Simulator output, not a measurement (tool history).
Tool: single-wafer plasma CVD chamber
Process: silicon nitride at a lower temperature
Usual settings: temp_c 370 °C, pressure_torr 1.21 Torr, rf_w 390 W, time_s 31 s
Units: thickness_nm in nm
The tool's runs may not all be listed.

| run | hour | temp_c | pressure_torr | rf_w | time_s | read-back reference wafer on the same gauge, thickness_nm | thickness_nm |
|---|---|---|---|---|---|---|---|
| 1 | 0 | 370 | 1.21 | 390 | 31 | 35.409 | 37.805 |
|  | 99.2 | RF generator calibrated |
| 2 | 111.2 | 370 | 1.21 | 390 | 27 | 35.388 | 32.765 |
| 3 | 149 | 362 | 0.99 | 390 | 31 | 35.357 | 35.53 |
| 4 | 178.3 | 380 | 1.21 | 315 | 27.5 | 35.401 | 26.225 |
| 5 | 224.6 | 370 | 1.21 | 390 | 31 | 35.443 | 37.62 |
| 6 | 265.8 | 370 | 1.29 | 425 | 25.4 | 35.425 | 34.119 |
| 7 | 332.6 | 370 | 1.21 | 390 | 31 | 35.398 | 37.728 |
| 8 | 385.2 | 377 | 1.21 | 390 | 31 | 35.392 | 37.625 |
| 9 | 410.6 | 370 | 1.31 | 365 | 31 | 35.415 | 36.063 |
|  | 418.5 | gauge calibrated |
|  | 463.4 | showerhead replaced |
| 10 | 463.9 | 380 | 1.29 | 390 | 31 | 35.411 | 38.221 |
| 11 | 514.5 | 370 | 1.21 | 390 | 31 | 35.417 | 37.587 |
| 12 | 544.4 | 356 | 1.21 | 450 | 31 | 35.414 | 42.852 |
| 13 | 586.5 | 370 | 1.21 | 390 | 33.4 | 35.402 | 40.408 |
| 14 | 622.9 | 365 | 1.21 | 440 | 24.8 | 35.396 | 33.504 |
| 15 | 652.6 | 370 | 1.5 | 340 | 31 | 35.364 | 34.544 |
| 16 | 679.9 | 370 | 1.21 | 390 | 31 | 35.411 | 37.437 |
| 17 | 704.9 | 377 | 1.21 | 390 | 26.6 | 35.363 | 32.081 |
| 18 | 774.2 | 370 | 1.21 | 390 | 35.2 | 35.412 | 42.574 |
| 19 | 813.7 | 370 | 1.21 | 390 | 31 | 35.349 | 37.491 |
| 20 | 858.7 | 375 | 1.4 | 435 | 36.8 | 35.419 | 51.06 |
| 21 | 906.3 | 370 | 1.21 | 390 | 33.1 | 35.395 | 39.931 |
| 22 | 947.6 | 379 | 1.21 | 315 | 25.4 | 35.432 | 24.137 |
| 23 | 973.7 | 365 | 0.99 | 365 | 28.2 | 35.432 | 29.808 |
| 24 | 1033.1 | 370 | 1.21 | 390 | 31 | 35.405 | 37.099 |
| 25 | 1206.9 | 375 | 1.07 | 390 | 31 | 35.411 | 35.589 |
| 26 | 1255 | 370 | 1.02 | 370 | 31 | 35.432 | 33.376 |
|  | 1272.5 | capacitance manometer re-zeroed and calibrated |
| 27 | 1316.3 | 360 | 1.06 | 390 | 31 | 35.373 | 36.557 |

Forecast each of these 5 alternatives for the next run:
| A | 1316.7 | 370 | 1.21 | 460 | 31 | ? | ? |
| B | 1316.7 | 359 | 1.37 | 410 | 29.3 | ? | ? |
| C | 1316.7 | 370 | 1.44 | 355 | 31 | ? | ? |
| D | 1316.7 | 370 | 1.21 | 390 | 29.2 | ? | ? |
| E | 1316.7 | 359 | 1 | 440 | 29.2 | ? | ? |

| run | read-back reference wafer on the same gauge, thickness_nm | thickness_nm |
|---|---|---|
| A | 35.404 | 43.777 |
| B | 35.404 | 39.007 |
| C | 35.404 | 36.141 |
| D | 35.404 | 35.644 |
| E | 35.404 | 37.623 |
Without the tool's hidden state the same runs would have given:
| run | thickness_nm |
|---|---|
| A | 43.788 |
| B | 39.016 |
| C | 36.15 |
| D | 35.653 |
| E | 37.633 |

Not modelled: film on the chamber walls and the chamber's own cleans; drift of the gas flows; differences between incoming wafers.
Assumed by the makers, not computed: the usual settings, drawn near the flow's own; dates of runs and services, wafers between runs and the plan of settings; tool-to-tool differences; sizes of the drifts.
